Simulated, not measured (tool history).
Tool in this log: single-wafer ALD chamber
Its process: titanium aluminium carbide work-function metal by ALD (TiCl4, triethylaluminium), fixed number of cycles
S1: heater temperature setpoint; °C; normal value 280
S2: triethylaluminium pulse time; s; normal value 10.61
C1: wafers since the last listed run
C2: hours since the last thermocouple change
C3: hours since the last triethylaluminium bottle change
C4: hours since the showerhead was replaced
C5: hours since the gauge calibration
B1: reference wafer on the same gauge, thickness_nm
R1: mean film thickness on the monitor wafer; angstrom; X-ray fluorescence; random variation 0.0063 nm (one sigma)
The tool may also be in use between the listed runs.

run    hour   S1     S2    C1      C2      C3      C4      C5     B1     R1
  1       0  280  10.61     0  1659.1   765.1  6383.9   373.5   1.55  18.23
  2    50.4  280  10.61   842  1709.5   815.5  6434.3   423.9   1.55   18.2
  3    95.8  280  10.61   759  1754.9   860.9  6479.7   469.3   1.55  18.28
  4   154.7  280  10.61   985  1813.8   919.8  6538.6   528.2  1.549  18.36
  5   211.4  280  10.61   948  1870.5   976.5  6595.3   584.9   1.55  18.24
  6   303.7  280   9.36  1543  1962.8  1068.8  6687.6   677.2   1.55  18.07
  7   396.1  280   9.36  1545  2055.2  1161.2    6780   769.6  1.551  18.03
  8   454.5  280   9.36   976  2113.6  1219.6  6838.4     828   1.55  17.92
  9   547.8  280  12.92  1560  2206.9  1312.9  6931.7   921.3  1.549  18.51
 10     649  280  12.92  1692  2308.1  1414.1  7032.9  1022.5  1.551  18.46
 11   685.1  280  12.92   603  2344.2  1450.2    7069  1058.6  1.551  18.48
      696.3  -- triethylaluminium bottle replaced
 12   724.1  285  10.61   518  2383.2    27.8    7108  1097.6  1.548  18.61
      729.2  -- gauge calibrated
      778.5  -- showerhead replaced
 13   795.5  280  12.92  1060  2454.6    99.2      17    66.3   1.55  18.47
 14   861.6  280  12.05  1105  2520.7   165.3    83.1   132.4  1.549  18.43
 15   902.5  288   7.64   684  2561.6   206.2     124   173.3  1.549  18.32
 16  1003.9  285  14.08  1695    2663   307.6   225.4   274.7  1.549  18.95
 17  1055.2  270   8.24   858  2714.3   358.9   276.7     326  1.549  17.07
     1087.8  -- thermocouple changed; heater temperature recalibrated
 18    1109  272  12.22   766    21.2   412.7   330.5   379.8  1.549  17.76
 19  1214.7  291    9.1  1767   126.9   518.4   436.2   485.5  1.551  18.94
 20    1277  280  10.61  1041   189.2   580.7   498.5   547.8  1.551  18.11
 21  1379.6  280  10.61  1716   291.8   683.3   601.1   650.4  1.551  18.25
 22  1443.2  267  12.32  1063   355.4   746.9   664.7     714   1.55  17.52

Forecast each of these 4 alternatives for the next run:
  A  1443.6  280  10.61   6  355.8  747.3  665.1  714.4   ?   ?
  B  1443.6  273   6.42   6  355.8  747.3  665.1  714.4   ?   ?
  C  1443.6  286  11.88   6  355.8  747.3  665.1  714.4   ?   ?
  D  1443.6  272    8.4   6  355.8  747.3  665.1  714.4   ?   ?

run     B1     R1
  A  1.549  18.37
  B  1.549  16.77
  C  1.549  18.99
  D  1.549  17.36
Had the tool no hidden state, the same runs would have come out as:
run     R1
  A  18.37
  B  16.77
  C  18.99
  D  17.36
